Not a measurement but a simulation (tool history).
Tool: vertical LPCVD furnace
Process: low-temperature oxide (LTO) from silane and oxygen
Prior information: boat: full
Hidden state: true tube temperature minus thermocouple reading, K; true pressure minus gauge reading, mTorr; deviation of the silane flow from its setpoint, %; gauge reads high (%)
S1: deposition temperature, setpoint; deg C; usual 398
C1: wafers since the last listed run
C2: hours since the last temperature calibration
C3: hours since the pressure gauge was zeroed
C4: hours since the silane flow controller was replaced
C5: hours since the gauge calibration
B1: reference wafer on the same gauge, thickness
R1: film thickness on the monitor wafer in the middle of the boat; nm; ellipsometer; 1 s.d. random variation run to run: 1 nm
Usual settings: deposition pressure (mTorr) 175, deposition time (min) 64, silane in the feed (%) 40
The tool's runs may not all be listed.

{"run": 1, "hour": 0.0, "S1": 398, "deposition pressure (mTorr)": 175, "deposition time (min)": 64, "silane in the feed (%)": 40, "C1": 0, "C2": 1877, "C3": 2213.9, "C4": 3223.2, "C5": 466, "B1": 400.01, "R1": 419.67}
{"run": 2, "hour": 95.2, "S1": 398, "deposition pressure (mTorr)": 175, "deposition time (min)": 64, "silane in the feed (%)": 40, "C1": 1108, "C2": 1972.2, "C3": 2309.1, "C4": 3318.4, "C5": 561.2, "B1": 399.89, "R1": 422.49}
{"run": 3, "hour": 167.5, "S1": 398, "deposition pressure (mTorr)": 175, "deposition time (min)": 64, "silane in the feed (%)": 40, "C1": 842, "C2": 2044.5, "C3": 2381.4, "C4": 3390.7, "C5": 633.5, "B1": 399.81, "R1": 423.74}
{"run": 4, "hour": 232.5, "S1": 398, "deposition pressure (mTorr)": 175, "deposition time (min)": 64, "silane in the feed (%)": 40, "C1": 757, "C2": 2109.5, "C3": 2446.4, "C4": 3455.7, "C5": 698.5, "B1": 399.89, "R1": 423.12}
{"run": 5, "hour": 304.7, "S1": 398, "deposition pressure (mTorr)": 175, "deposition time (min)": 64, "silane in the feed (%)": 40, "C1": 841, "C2": 2181.7, "C3": 2518.6, "C4": 3527.9, "C5": 770.7, "B1": 400.08, "R1": 423.36}
{"run": 6, "hour": 403.9, "S1": 398, "deposition pressure (mTorr)": 175, "deposition time (min)": 64, "silane in the feed (%)": 40, "C1": 1155, "C2": 2280.9, "C3": 2617.8, "C4": 3627.1, "C5": 869.9, "B1": 399.8, "R1": 423.22}
{"run": 7, "hour": 462.8, "S1": 398, "deposition pressure (mTorr)": 175, "deposition time (min)": 64, "silane in the feed (%)": 40, "C1": 686, "C2": 2339.8, "C3": 2676.7, "C4": 3686, "C5": 928.8, "B1": 399.84, "R1": 423.81}
{"run": 8, "hour": 501.0, "S1": 398, "deposition pressure (mTorr)": 175, "deposition time (min)": 64, "silane in the feed (%)": 40, "C1": 444, "C2": 2378, "C3": 2714.9, "C4": 3724.2, "C5": 967, "B1": 399.85, "R1": 423.13}
{"run": 9, "hour": 593.2, "S1": 398, "deposition pressure (mTorr)": 175, "deposition time (min)": 64, "silane in the feed (%)": 40, "C1": 1073, "C2": 2470.2, "C3": 2807.1, "C4": 3816.4, "C5": 1059.2, "B1": 399.97, "R1": 423.56}
{"run": 10, "hour": 646.7, "S1": 398, "deposition pressure (mTorr)": 175, "deposition time (min)": 64, "silane in the feed (%)": 40, "C1": 623, "C2": 2523.7, "C3": 2860.6, "C4": 3869.9, "C5": 1112.7, "B1": 399.87, "R1": 422.02}
{"hour": 673.0, "done": "thermocouples replaced and temperature profile calibrated"}
{"run": 11, "hour": 735.0, "S1": 398, "deposition pressure (mTorr)": 175, "deposition time (min)": 64, "silane in the feed (%)": 40, "C1": 749, "C2": 62, "C3": 2948.9, "C4": 3958.2, "C5": 1201, "B1": 399.93, "R1": 414}
{"run": 12, "hour": 805.1, "S1": 398, "deposition pressure (mTorr)": 175, "deposition time (min)": 64, "silane in the feed (%)": 40, "C1": 816, "C2": 132.1, "C3": 3019, "C4": 4028.3, "C5": 1271.1, "B1": 399.62, "R1": 413.97}
{"run": 13, "hour": 853.2, "S1": 398, "deposition pressure (mTorr)": 175, "deposition time (min)": 64, "silane in the feed (%)": 40, "C1": 560, "C2": 180.2, "C3": 3067.1, "C4": 4076.4, "C5": 1319.2, "B1": 400.02, "R1": 414.57}
{"run": 14, "hour": 941.7, "S1": 398, "deposition pressure (mTorr)": 175, "deposition time (min)": 64, "silane in the feed (%)": 40, "C1": 1030, "C2": 268.7, "C3": 3155.6, "C4": 4164.9, "C5": 1407.7, "B1": 400.18, "R1": 416.34}
{"run": 15, "hour": 1009.4, "S1": 394, "deposition pressure (mTorr)": 145, "deposition time (min)": 84.5, "silane in the feed (%)": 44, "C1": 788, "C2": 336.4, "C3": 3223.3, "C4": 4232.6, "C5": 1475.4, "B1": 399.92, "R1": 487.99}
{"run": 16, "hour": 1290.8, "S1": 398, "deposition pressure (mTorr)": 175, "deposition time (min)": 64, "silane in the feed (%)": 40, "C1": 3277, "C2": 617.8, "C3": 3504.7, "C4": 4514, "C5": 1756.8, "B1": 399.93, "R1": 418.56}
{"hour": 1364.5, "done": "gauge calibrated"}
{"run": 17, "hour": 1389.2, "S1": 406, "deposition pressure (mTorr)": 175, "deposition time (min)": 64, "silane in the feed (%)": 43, "C1": 1146, "C2": 716.2, "C3": 3603.1, "C4": 4612.4, "C5": 24.7, "B1": 399.79, "R1": 496.08}
{"run": 18, "hour": 1483.7, "S1": 393, "deposition pressure (mTorr)": 175, "deposition time (min)": 57.5, "silane in the feed (%)": 40, "C1": 1100, "C2": 810.7, "C3": 3697.6, "C4": 4706.9, "C5": 119.2, "B1": 399.77, "R1": 359.85}
{"run": 19, "hour": 1583.0, "S1": 398, "deposition pressure (mTorr)": 175, "deposition time (min)": 64, "silane in the feed (%)": 40, "C1": 1156, "C2": 910, "C3": 3796.9, "C4": 4806.2, "C5": 218.5, "B1": 400.13, "R1": 421.43}
{"run": 20, "hour": 1638.5, "S1": 398, "deposition pressure (mTorr)": 175, "deposition time (min)": 64, "silane in the feed (%)": 40, "C1": 646, "C2": 965.5, "C3": 3852.4, "C4": 4861.7, "C5": 274, "B1": 400.04, "R1": 422.99}
{"run": 21, "hour": 1684.0, "S1": 398, "deposition pressure (mTorr)": 175, "deposition time (min)": 64, "silane in the feed (%)": 40, "C1": 530, "C2": 1011, "C3": 3897.9, "C4": 4907.2, "C5": 319.5, "B1": 399.94, "R1": 421.92}
{"hour": 1714.1, "done": "pressure gauge zeroed"}
{"hour": 1789.5, "done": "silane flow controller replaced"}
{"run": 22, "hour": 1790.0, "S1": 398, "deposition pressure (mTorr)": 175, "deposition time (min)": 64, "silane in the feed (%)": 38, "C1": 675, "C2": 1117, "C3": 75.9, "C4": 0.5, "C5": 425.5, "B1": 399.84, "R1": 399.13}
{"run": 23, "hour": 1874.3, "S1": 398, "deposition pressure (mTorr)": 175, "deposition time (min)": 64, "silane in the feed (%)": 40, "C1": 981, "C2": 1201.3, "C3": 160.2, "C4": 84.8, "C5": 509.8, "B1": 400.14, "R1": 422.98}
{"run": 24, "hour": 1959.3, "S1": 406, "deposition pressure (mTorr)": 220, "deposition time (min)": 64, "silane in the feed (%)": 33, "C1": 990, "C2": 1286.3, "C3": 245.2, "C4": 169.8, "C5": 594.8, "B1": 400.18, "R1": 454.59}
{"run": 25, "hour": 2001.0, "S1": 407, "deposition pressure (mTorr)": 215, "deposition time (min)": 64, "silane in the feed (%)": 40, "C1": 485, "C2": 1328, "C3": 286.9, "C4": 211.5, "C5": 636.5, "B1": 400.28, "R1": 575.04}
{"run": 26, "hour": 2083.4, "S1": 407, "deposition pressure (mTorr)": 160, "deposition time (min)": 64, "silane in the feed (%)": 40, "C1": 959, "C2": 1410.4, "C3": 369.3, "C4": 293.9, "C5": 718.9, "B1": 400.04, "R1": 426.11}
{"run": 27, "hour": 2168.3, "S1": 387, "deposition pressure (mTorr)": 150, "deposition time (min)": 57, "silane in the feed (%)": 40, "C1": 988, "C2": 1495.3, "C3": 454.2, "C4": 378.8, "C5": 803.8, "B1": 400.12, "R1": 285.93}
{"run": 28, "hour": 2275.5, "S1": 407, "deposition pressure (mTorr)": 175, "deposition time (min)": 47.5, "silane in the feed (%)": 40, "C1": 1248, "C2": 1602.5, "C3": 561.4, "C4": 486, "C5": 911, "B1": 400.02, "R1": 346.77}
{"run": 29, "hour": 2336.1, "S1": 398, "deposition pressure (mTorr)": 175, "deposition time (min)": 64, "silane in the feed (%)": 35, "C1": 705, "C2": 1663.1, "C3": 622, "C4": 546.6, "C5": 971.6, "B1": 400.09, "R1": 360.03}
{"run": 30, "hour": 2415.9, "S1": 390, "deposition pressure (mTorr)": 210, "deposition time (min)": 64, "silane in the feed (%)": 40, "C1": 929, "C2": 1742.9, "C3": 701.8, "C4": 626.4, "C5": 1051.4, "B1": 400.04, "R1": 467.11}
{"run": 31, "hour": 2502.8, "S1": 405, "deposition pressure (mTorr)": 175, "deposition time (min)": 64, "silane in the feed (%)": 48, "C1": 1012, "C2": 1829.8, "C3": 788.7, "C4": 713.3, "C5": 1138.3, "B1": 399.99, "R1": 554.65}

Alternative continuations, all from the tool just after run 31; predict every row:
{"run": "A", "hour": 2507.6, "S1": 398, "deposition pressure (mTorr)": 175, "deposition time (min)": 64, "silane in the feed (%)": 44, "C1": 55, "C2": 1834.6, "C3": 793.5, "C4": 718.1, "C5": 1143.1, "B1": "?", "R1": "?"}
{"run": "B", "hour": 2507.6, "S1": 398, "deposition pressure (mTorr)": 175, "deposition time (min)": 47.5, "silane in the feed (%)": 40, "C1": 55, "C2": 1834.6, "C3": 793.5, "C4": 718.1, "C5": 1143.1, "B1": "?", "R1": "?"}
{"run": "C", "hour": 2507.6, "S1": 398, "deposition pressure (mTorr)": 160, "deposition time (min)": 81.5, "silane in the feed (%)": 40, "C1": 55, "C2": 1834.6, "C3": 793.5, "C4": 718.1, "C5": 1143.1, "B1": "?", "R1": "?"}
{"run": "D", "hour": 2507.6, "S1": 398, "deposition pressure (mTorr)": 175, "deposition time (min)": 80.5, "silane in the feed (%)": 40, "C1": 55, "C2": 1834.6, "C3": 793.5, "C4": 718.1, "C5": 1143.1, "B1": "?", "R1": "?"}

run=A B1=400.1 R1=473.45
run=B B1=400.1 R1=315.77
run=C B1=400.1 R1=495.35
run=D B1=400.1 R1=535.15
Stripped of hidden state, with their random variation kept, the same runs would have yielded:
run=A R1=455.98
run=B R1=303.75
run=C R1=476.5
run=D R1=514.78

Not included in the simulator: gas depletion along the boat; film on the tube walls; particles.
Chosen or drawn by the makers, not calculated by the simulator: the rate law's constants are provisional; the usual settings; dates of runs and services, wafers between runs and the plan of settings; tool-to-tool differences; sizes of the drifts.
